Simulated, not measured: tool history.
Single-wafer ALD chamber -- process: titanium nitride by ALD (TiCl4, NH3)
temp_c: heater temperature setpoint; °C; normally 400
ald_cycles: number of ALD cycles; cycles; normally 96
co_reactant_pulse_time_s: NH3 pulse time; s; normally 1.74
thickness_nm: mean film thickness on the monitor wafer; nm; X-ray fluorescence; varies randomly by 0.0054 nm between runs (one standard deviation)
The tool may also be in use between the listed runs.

| run | hour | temp_c | ald_cycles | co_reactant_pulse_time_s | read-back reference wafer on the same gauge, thickness_nm | thickness_nm |
|---|---|---|---|---|---|---|
| 1 | 0.0 | 400 | 96 | 1.74 | 2.098 | 2.158 |
| 2 | 6.6 | 400 | 96 | 1.54 | 2.100 | 2.151 |
| 3 | 14.5 | 400 | 96 | 1.54 | 2.097 | 2.148 |
| 4 | 22.2 | 400 | 96 | 1.54 | 2.100 | 2.155 |
| 5 | 36.8 | 400 | 96 | 1.74 | 2.101 | 2.161 |
| 6 | 49.4 | 400 | 96 | 1.74 | 2.099 | 2.163 |
| 7 | 61.9 | 400 | 96 | 1.74 | 2.099 | 2.158 |
| 8 | 70.9 | 392 | 96 | 1.74 | 2.101 | 2.149 |
| 9 | 79.2 | 400 | 96 | 1.74 | 2.102 | 2.178 |
| 10 | 88.3 | 400 | 96 | 1.74 | 2.100 | 2.159 |
| 11 | 101.1 | 400 | 96 | 1.74 | 2.099 | 2.166 |
| 12 | 111.5 | 400 | 96 | 1.74 | 2.100 | 2.165 |
| 13 | 117.8 | 400 | 96 | 1.74 | 2.100 | 2.166 |
|  | 140.1 | gauge calibrated |
|  | 159.9 | thermocouple changed; heater temperature recalibrated |
| 14 | 166.7 | 400 | 96 | 1.74 | 2.100 | 2.163 |
|  | 177.8 | showerhead replaced |
| 15 | 180.6 | 400 | 96 | 1.74 | 2.101 | 2.162 |
| 16 | 192.4 | 400 | 96 | 1.74 | 2.099 | 2.165 |
| 17 | 199.3 | 400 | 96 | 1.74 | 2.099 | 2.169 |
| 18 | 210.4 | 400 | 96 | 1.74 | 2.099 | 2.156 |
| 19 | 227.3 | 400 | 96 | 1.32 | 2.101 | 2.128 |
| 20 | 234.9 | 391 | 79 | 1.18 | 2.101 | 1.726 |
| 21 | 252.6 | 404 | 78 | 2.43 | 2.099 | 1.778 |
| 22 | 269.2 | 400 | 96 | 1.74 | 2.100 | 2.173 |
| 23 | 280.6 | 411 | 83 | 2.09 | 2.103 | 1.904 |
| 24 | 287.8 | 400 | 105 | 1.19 | 2.100 | 2.321 |
| 25 | 305.3 | 400 | 96 | 1.74 | 2.100 | 2.167 |
| 26 | 312.0 | 412 | 96 | 1.74 | 2.100 | 2.181 |
| 27 | 319.6 | 390 | 96 | 1.74 | 2.101 | 2.153 |
| 28 | 332.2 | 392 | 77 | 1.34 | 2.102 | 1.691 |
| 29 | 349.8 | 400 | 83 | 1.74 | 2.100 | 1.873 |
| 30 | 358.0 | 400 | 77 | 1.74 | 2.099 | 1.729 |
| 31 | 370.6 | 400 | 105 | 1.19 | 2.100 | 2.313 |
| 32 | 381.9 | 414 | 114 | 1.74 | 2.101 | 2.579 |
| 33 | 408.5 | 410 | 96 | 1.50 | 2.102 | 2.166 |
| 34 | 420.1 | 400 | 96 | 1.74 | 2.098 | 2.161 |
| 35 | 440.1 | 400 | 96 | 1.54 | 2.100 | 2.153 |
| 36 | 446.6 | 387 | 83 | 1.40 | 2.099 | 1.816 |
| 37 | 462.3 | 400 | 96 | 1.74 | 2.099 | 2.161 |
| 38 | 469.9 | 386 | 86 | 2.20 | 2.102 | 1.944 |
| 39 | 485.0 | 400 | 96 | 1.74 | 2.099 | 2.171 |
| 40 | 500.4 | 400 | 96 | 1.74 | 2.099 | 2.153 |
| 41 | 507.6 | 400 | 96 | 1.74 | 2.100 | 2.161 |

Run-by-run hidden state of the tool:
wafer temperature above the value expected at the setpoint (K): 0 on each run
gauge reads high (%): 0 on each run
